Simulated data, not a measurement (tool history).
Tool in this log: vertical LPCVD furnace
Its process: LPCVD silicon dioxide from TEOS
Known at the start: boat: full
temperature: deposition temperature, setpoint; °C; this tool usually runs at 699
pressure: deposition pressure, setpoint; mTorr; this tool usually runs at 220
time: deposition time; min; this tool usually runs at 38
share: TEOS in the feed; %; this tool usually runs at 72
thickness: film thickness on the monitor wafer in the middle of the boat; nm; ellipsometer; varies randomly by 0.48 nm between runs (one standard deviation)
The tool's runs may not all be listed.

run   hour  temperature  pressure  time  share  wafers since the last listed run  hours since the last temperature calibration  hours since the pressure gauge was zeroed  hours since the TEOS flow controller was replaced  hours since the gauge calibration  read-back reference wafer on the same gauge, thickness  thickness
  1    0.0          696       220    38     83                                 0                                        3999.7                                     4313.7                                             3319.9                              325.9                                                  218.95     232.37
  2   25.0          696       220    38     83                               368                                        4024.7                                     4338.7                                             3344.9                              350.9                                                  218.93     231.92
  3   63.3          690       220    38     72                               564                                        4063.0                                     4377.0                                             3383.2                              389.2                                                  219.19     187.14
  4   97.0          690       220    38     72                               496                                        4096.7                                     4410.7                                             3416.9                              422.9                                                  219.01     187.53
  5  114.3          690       220    38     72                               255                                        4114.0                                     4428.0                                             3434.2                              440.2                                                  219.12     187.31
  6  145.7          699       220    38     72                               463                                        4145.4                                     4459.4                                             3465.6                              471.6                                                  219.00     231.88
  7  165.4          699       220    38     72                               290                                        4165.1                                     4479.1                                             3485.3                              491.3                                                  219.05     231.18
  8  199.0          699       220    38     72                               495                                        4198.7                                     4512.7                                             3518.9                              524.9                                                  219.25     232.18
     224.7  -- pressure gauge zeroed
     227.3  -- TEOS flow controller replaced
  9  227.8          699       220    38     63                                33                                        4227.5                                        3.1                                                0.5                              553.7                                                  218.81     216.79
 10  242.7          699       220    38     72                               219                                        4242.4                                       18.0                                               15.4                              568.6                                                  218.85     232.09
 11  267.4          699       220    38     72                               364                                        4267.1                                       42.7                                               40.1                              593.3                                                  219.06     231.69
 12  289.7          699       220    27     72                               328                                        4289.4                                       65.0                                               62.4                              615.6                                                  219.08     164.70
 13  319.7          699       255    38     72                               442                                        4319.4                                       95.0                                               92.4                              645.6                                                  219.04     249.52
 14  342.2          699       220    38     63                               331                                        4341.9                                      117.5                                              114.9                              668.1                                                  219.13     216.09
     346.1  -- gauge calibrated
 15  363.1          706       235    38     81                               308                                        4362.8                                      138.4                                              135.8                               17.0                                                  219.00     298.46

Predict the results of run 16:
 16  397.4          699       220    31     72                               505                                        4397.1                                      172.7                                              170.1                               51.3                                                       ?          ?

{"run 16": {"read-back reference wafer on the same gauge, thickness": 219.19, "thickness": 189.41}}
Were there no unlogged condition in the tool, this run, its random variation unchanged, would have produced thickness 189.41 nm.

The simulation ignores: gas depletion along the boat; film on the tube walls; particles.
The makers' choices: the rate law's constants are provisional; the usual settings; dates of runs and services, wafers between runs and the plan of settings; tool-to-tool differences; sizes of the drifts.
